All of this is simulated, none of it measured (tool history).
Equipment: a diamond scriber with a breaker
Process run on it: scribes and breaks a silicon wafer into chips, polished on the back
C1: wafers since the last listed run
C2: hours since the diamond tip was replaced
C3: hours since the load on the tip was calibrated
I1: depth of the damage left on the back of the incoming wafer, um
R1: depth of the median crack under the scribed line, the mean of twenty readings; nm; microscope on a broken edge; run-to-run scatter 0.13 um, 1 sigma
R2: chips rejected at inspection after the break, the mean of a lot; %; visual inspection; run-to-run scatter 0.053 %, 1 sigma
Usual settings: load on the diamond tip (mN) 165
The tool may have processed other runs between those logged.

{"run": 1, "hour": 0.0, "load on the diamond tip (mN)": 165, "C1": 0, "C2": 610.8, "C3": 1193.9, "I1": 0.04, "R1": 7590, "R2": 5.56}
{"run": 2, "hour": 14.0, "load on the diamond tip (mN)": 205, "C1": 33, "C2": 624.8, "C3": 1207.9, "I1": 0.04, "R1": 8850, "R2": 1.48}
{"run": 3, "hour": 38.4, "load on the diamond tip (mN)": 165, "C1": 58, "C2": 649.2, "C3": 1232.3, "I1": 0.05, "R1": 7610, "R2": 5.76}
{"run": 4, "hour": 69.1, "load on the diamond tip (mN)": 165, "C1": 73, "C2": 679.9, "C3": 1263.0, "I1": 0.05, "R1": 7550, "R2": 5.71}
{"run": 5, "hour": 104.2, "load on the diamond tip (mN)": 165, "C1": 84, "C2": 715.0, "C3": 1298.1, "I1": 0.04, "R1": 7610, "R2": 5.84}
{"run": 6, "hour": 131.6, "load on the diamond tip (mN)": 148, "C1": 65, "C2": 742.4, "C3": 1325.5, "I1": 0.03, "R1": 7000, "R2": 11.7}
{"run": 7, "hour": 152.2, "load on the diamond tip (mN)": 148, "C1": 49, "C2": 763.0, "C3": 1346.1, "I1": 0.01, "R1": 6860, "R2": 11.77}
{"run": 8, "hour": 184.3, "load on the diamond tip (mN)": 154, "C1": 77, "C2": 795.1, "C3": 1378.2, "I1": 0.02, "R1": 6860, "R2": 9.01}
{"run": 9, "hour": 201.8, "load on the diamond tip (mN)": 196, "C1": 42, "C2": 812.6, "C3": 1395.7, "I1": 0.01, "R1": 8570, "R2": 1.81}
{"run": 10, "hour": 228.1, "load on the diamond tip (mN)": 165, "C1": 63, "C2": 838.9, "C3": 1422.0, "I1": 0.02, "R1": 7550, "R2": 6.98}
{"run": 11, "hour": 263.5, "load on the diamond tip (mN)": 165, "C1": 85, "C2": 874.3, "C3": 1457.4, "I1": 0.03, "R1": 7410, "R2": 6.64}
{"run": 12, "hour": 289.9, "load on the diamond tip (mN)": 142, "C1": 63, "C2": 900.7, "C3": 1483.8, "I1": 0.02, "R1": 6740, "R2": 14.79}
{"run": 13, "hour": 314.5, "load on the diamond tip (mN)": 165, "C1": 59, "C2": 925.3, "C3": 1508.4, "I1": 0.03, "R1": 7180, "R2": 6.9}
{"hour": 324.6, "done": "load on the tip recalibrated"}
{"run": 14, "hour": 343.4, "load on the diamond tip (mN)": 165, "C1": 64, "C2": 954.2, "C3": 18.8, "I1": 0.03, "R1": 7330, "R2": 6.59}
{"run": 15, "hour": 369.9, "load on the diamond tip (mN)": 165, "C1": 63, "C2": 980.7, "C3": 45.3, "I1": 0.03, "R1": 7320, "R2": 6.75}
{"run": 16, "hour": 385.5, "load on the diamond tip (mN)": 121, "C1": 37, "C2": 996.3, "C3": 60.9, "I1": 0.04, "R1": 5820, "R2": 27.21}
{"run": 17, "hour": 411.3, "load on the diamond tip (mN)": 198, "C1": 62, "C2": 1022.1, "C3": 86.7, "I1": 0.03, "R1": 8360, "R2": 1.86}
{"run": 18, "hour": 431.8, "load on the diamond tip (mN)": 122, "C1": 49, "C2": 1042.6, "C3": 107.2, "I1": 0.03, "R1": 5780, "R2": 25.58}
{"run": 19, "hour": 454.5, "load on the diamond tip (mN)": 165, "C1": 54, "C2": 1065.3, "C3": 129.9, "I1": 0.05, "R1": 7330, "R2": 7.51}
{"hour": 466.1, "done": "diamond tip replaced by a new one"}
{"run": 20, "hour": 487.5, "load on the diamond tip (mN)": 136, "C1": 74, "C2": 21.4, "C3": 162.9, "I1": 0.03, "R1": 7580, "R2": 5.34}
{"run": 21, "hour": 518.2, "load on the diamond tip (mN)": 190, "C1": 73, "C2": 52.1, "C3": 193.6, "I1": 0.02, "R1": 9610, "R2": 2.43}
{"run": 22, "hour": 546.3, "load on the diamond tip (mN)": 165, "C1": 67, "C2": 80.2, "C3": 221.7, "I1": 0.02, "R1": 8810, "R2": 1.56}
{"run": 23, "hour": 572.1, "load on the diamond tip (mN)": 182, "C1": 62, "C2": 106.0, "C3": 247.5, "I1": 0.02, "R1": 9320, "R2": 1.6}
{"run": 24, "hour": 591.8, "load on the diamond tip (mN)": 212, "C1": 47, "C2": 125.7, "C3": 267.2, "I1": 0.01, "R1": 10150, "R2": 4.18}
{"run": 25, "hour": 627.5, "load on the diamond tip (mN)": 151, "C1": 85, "C2": 161.4, "C3": 302.9, "I1": 0.03, "R1": 7810, "R2": 4.01}
{"run": 26, "hour": 650.4, "load on the diamond tip (mN)": 165, "C1": 55, "C2": 184.3, "C3": 325.8, "I1": 0.04, "R1": 8340, "R2": 2.16}
{"run": 27, "hour": 672.1, "load on the diamond tip (mN)": 143, "C1": 52, "C2": 206.0, "C3": 347.5, "I1": 0.03, "R1": 7190, "R2": 6.71}
{"run": 28, "hour": 732.3, "load on the diamond tip (mN)": 165, "C1": 144, "C2": 266.2, "C3": 407.7, "I1": 0.04, "R1": 8210, "R2": 2.56}

Across each entry between runs, compare the hidden state at the last listed run before it with the hidden state at the first listed run after it:
After run 13, before run 14: load on the tip recalibrated (hour 324.6)
  share of the diamond tip's cutting effectiveness lost through wear, %: 24 -> 24.1
  difference, measured minus the result without the unlogged condition, R1: -1430 -> -1480 nm; R2: +5.43 -> +5.20 %
After run 19, before run 20: diamond tip replaced by a new one (hour 466.1)
  share of the diamond tip's cutting effectiveness lost through wear, %: 24.6 -> 1.73
  difference, measured minus the result without the unlogged condition, R1: -1520 -> -90 nm; R2: +5.98 -> +0.55 %

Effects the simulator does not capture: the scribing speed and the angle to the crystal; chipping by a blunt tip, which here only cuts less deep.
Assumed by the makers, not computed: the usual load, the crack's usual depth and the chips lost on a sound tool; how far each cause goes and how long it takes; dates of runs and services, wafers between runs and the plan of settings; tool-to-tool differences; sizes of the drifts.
